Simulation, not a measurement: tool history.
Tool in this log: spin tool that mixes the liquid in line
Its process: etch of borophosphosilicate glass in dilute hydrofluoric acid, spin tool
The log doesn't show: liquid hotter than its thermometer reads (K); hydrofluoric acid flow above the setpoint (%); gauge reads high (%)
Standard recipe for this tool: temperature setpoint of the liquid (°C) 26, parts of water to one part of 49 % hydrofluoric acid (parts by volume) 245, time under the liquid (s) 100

run,hour,temperature setpoint of the liquid (°C),parts of water to one part of 49 % hydrofluoric acid (parts by volume),time under the liquid (s),wafers since the last listed run,hours since the thermometer was replaced,hours since the hydrofluoric acid flow meter was replaced,hours since the gauge calibration,"read-back film thickness of the borophosphosilicate glass reference wafer, read on the same gauge (nm)",thickness taken off the borophosphosilicate glass on a monitor wafer (nm)
1,0,26,245,100,0,2492.6,688.7,109.9,129.98,23.75
2,24.5,26,245,100,211,2517.1,713.2,134.4,129.98,23.49
3,36.9,26,245,100,106,2529.5,725.6,146.8,130,23.77
4,52.3,26,245,100,132,2544.9,741,162.2,130.01,23.8
5,87.3,26,245,100,301,2579.9,776,197.2,130,23.91
6,104.8,26,245,100,150,2597.4,793.5,214.7,130.03,23.91
7,135.6,26,245,100,265,2628.2,824.3,245.5,129.98,24.13
# hour 142.4: hydrofluoric acid flow meter replaced
8,153.6,26,175,100,146,2646.2,11.2,263.5,130,33.26
9,168.9,26,175,100,131,2661.5,26.5,278.8,130,33.33
10,187.7,24,245,65,161,2680.3,45.3,297.6,130.01,13.27
11,215.8,26,245,100,242,2708.4,73.4,325.7,130.04,21.84
12,231.7,26,180,155,136,2724.3,89.3,341.6,130.01,50.07
# hour 251.9: thermometer replaced
13,252.4,26,245,150,169,0.5,110,362.3,129.98,33.25
14,277.2,26,215,135,213,25.3,134.8,387.1,130,35.14
15,290.8,26,180,155,117,38.9,148.4,400.7,129.99,49.78
# hour 312.7: gauge calibrated
16,323.4,26,245,100,280,71.5,181,10.7,130.02,22.39
17,353.5,30,245,135,259,101.6,211.1,40.8,129.98,34.64
18,386.9,26,245,125,287,135,244.5,74.2,130.01,27.97
19,408.2,30,180,100,183,156.3,265.8,95.5,129.99,37.93

Below are 5 alternative next runs, each starting from the tool's condition after run 19. Predict each:
A,408.6,26,245,80,3,156.7,266.2,95.9,?,?
B,408.6,28,130,75,3,156.7,266.2,95.9,?,?
C,408.6,26,355,75,3,156.7,266.2,95.9,?,?
D,408.6,26,245,155,3,156.7,266.2,95.9,?,?
E,408.6,27.5,205,45,3,156.7,266.2,95.9,?,?

run,"read-back film thickness of the borophosphosilicate glass reference wafer, read on the same gauge (nm)",thickness taken off the borophosphosilicate glass on a monitor wafer (nm)
A,129.99,18.08
B,129.99,39.18
C,129.99,10.49
D,129.99,35.04
E,129.99,13.39
What these runs would have given with no unlogged condition in the tool:
run,thickness taken off the borophosphosilicate glass on a monitor wafer (nm)
A,17.37
B,37.74
C,10.05
D,33.65
E,12.87

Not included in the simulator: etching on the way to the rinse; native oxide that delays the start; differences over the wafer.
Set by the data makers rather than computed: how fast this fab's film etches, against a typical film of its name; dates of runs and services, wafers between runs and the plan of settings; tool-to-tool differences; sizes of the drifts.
